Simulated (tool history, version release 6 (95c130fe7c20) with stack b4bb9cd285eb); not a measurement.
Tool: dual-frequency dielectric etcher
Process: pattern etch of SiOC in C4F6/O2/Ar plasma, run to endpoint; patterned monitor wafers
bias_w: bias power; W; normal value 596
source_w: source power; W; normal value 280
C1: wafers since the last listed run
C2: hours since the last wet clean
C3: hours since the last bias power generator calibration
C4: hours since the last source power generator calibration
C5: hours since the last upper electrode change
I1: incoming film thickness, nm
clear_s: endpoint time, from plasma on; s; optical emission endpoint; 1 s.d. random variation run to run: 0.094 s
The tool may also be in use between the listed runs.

Run 1, day 0: usual settings; C1 0; C2 390.8; C3 3523.7; C4 1613.7; C5 3424.6; I1 33.24. Result: clear_s 13.3 s.
Run 2, day 0.671: usual settings; C1 263; C2 406.9; C3 3539.8; C4 1629.8; C5 3440.7; I1 33.4. Result: clear_s 13.4 s.
Run 3, day 1.017: usual settings; C1 136; C2 415.2; C3 3548.1; C4 1638.1; C5 3449; I1 32.98. Result: clear_s 13.2 s.
Run 4, day 1.325: usual settings; C1 121; C2 422.6; C3 3555.5; C4 1645.5; C5 3456.4; I1 33.24. Result: clear_s 13.4 s.
Run 5, day 1.646: usual settings but bias_w 642 W, source_w 310 W; C1 126; C2 430.3; C3 3563.2; C4 1653.2; C5 3464.1; I1 33.53. Result: clear_s 12.3 s.
Run 6, day 2.379: usual settings but bias_w 642 W, source_w 310 W; C1 288; C2 447.9; C3 3580.8; C4 1670.8; C5 3481.7; I1 33.26. Result: clear_s 12.2 s.
Run 7, day 2.817: usual settings but bias_w 668 W, source_w 320 W; C1 172; C2 458.4; C3 3591.3; C4 1681.3; C5 3492.2; I1 33.49. Result: clear_s 12 s.
At day 3.979: wet clean of the chamber.
Run 8, day 4: usual settings but bias_w 668 W, source_w 320 W; C1 72; C2 0.5; C3 3619.7; C4 1709.7; C5 3520.6; I1 33.32. Result: clear_s 11.1 s.
Run 9, day 4.017: usual settings; C1 6; C2 0.9; C3 3620.1; C4 1710.1; C5 3521; I1 33.22. Result: clear_s 12.5 s.
Run 10, day 4.088: usual settings; C1 27; C2 2.6; C3 3621.8; C4 1711.8; C5 3522.7; I1 33.31. Result: clear_s 12.5 s.
Run 11, day 4.4: usual settings but source_w 260 W; C1 122; C2 10.1; C3 3629.3; C4 1719.3; C5 3530.2; I1 33.67. Result: clear_s 13 s.
Run 12, day 5.112: usual settings but bias_w 459 W; C1 280; C2 27.2; C3 3646.4; C4 1736.4; C5 3547.3; I1 33.19. Result: clear_s 15 s.
Run 13, day 5.6: usual settings but bias_w 718 W, source_w 310 W; C1 191; C2 38.9; C3 3658.1; C4 1748.1; C5 3559; I1 33.07. Result: clear_s 10.6 s.
Run 14, day 6.754: usual settings but bias_w 643 W, source_w 260 W; C1 454; C2 66.6; C3 3685.8; C4 1775.8; C5 3586.7; I1 32.95. Result: clear_s 12.4 s.
Run 15, day 7.308: usual settings; C1 218; C2 79.9; C3 3699.1; C4 1789.1; C5 3600; I1 33.4. Result: clear_s 12.7 s.
Run 16, day 7.646: usual settings; C1 132; C2 88; C3 3707.2; C4 1797.2; C5 3608.1; I1 33.39. Result: clear_s 12.7 s.
At day 8.904: upper electrode replaced.
At day 8.988: bias power generator calibrated.
Run 17, day 9.342: usual settings; C1 239; C2 128.7; C3 8.5; C4 1837.9; C5 10.5; I1 33.17. Result: clear_s 12.5 s.
At day 10.012: source power generator calibrated.
Run 18, day 10.033: usual settings but bias_w 743 W, source_w 320 W; C1 206; C2 145.3; C3 25.1; C4 0.5; C5 27.1; I1 33.13. Result: clear_s 10.5 s.
Run 19, day 10.404: usual settings but bias_w 490 W, source_w 230 W; C1 145; C2 154.2; C3 34; C4 9.4; C5 36; I1 33.27. Result: clear_s 15.6 s.
Run 20, day 10.925: usual settings; C1 204; C2 166.7; C3 46.5; C4 21.9; C5 48.5; I1 33.36. Result: clear_s 13 s.
Run 21, day 11.596: usual settings but source_w 220 W; C1 263; C2 182.8; C3 62.6; C4 38; C5 64.6; I1 33.38. Result: clear_s 14.3 s.
Run 22, day 12.362: usual settings but bias_w 470 W, source_w 210 W; C1 301; C2 201.2; C3 81; C4 56.4; C5 83; I1 33.29. Result: clear_s 16.8 s.
Run 23, day 12.979: usual settings but bias_w 469 W; C1 242; C2 216; C3 95.8; C4 71.2; C5 97.8; I1 32.97. Result: clear_s 14.8 s.

Here are 4 independent what-if runs from the current tool condition. What would each one return?
Run A, day 12.996: usual settings; C1 6; C2 216.4; C3 96.2; C4 71.6; C5 98.2; I1 33.48. Result: clear_s ?.
Run B, day 12.996: usual settings but bias_w 535 W; C1 6; C2 216.4; C3 96.2; C4 71.6; C5 98.2; I1 33.48. Result: clear_s ?.
Run C, day 12.996: usual settings but bias_w 485 W, source_w 250 W; C1 6; C2 216.4; C3 96.2; C4 71.6; C5 98.2; I1 33.48. Result: clear_s ?.
Run D, day 12.996: usual settings but source_w 310 W; C1 6; C2 216.4; C3 96.2; C4 71.6; C5 98.2; I1 33.48. Result: clear_s ?.

run  clear_s
  A     12.9
  B     13.8
  C     15.4
  D     12.4
What these runs would have given with no unlogged condition in the tool:
run  clear_s
  A     12.7
  B     13.6
  C     15.1
  D     12.2
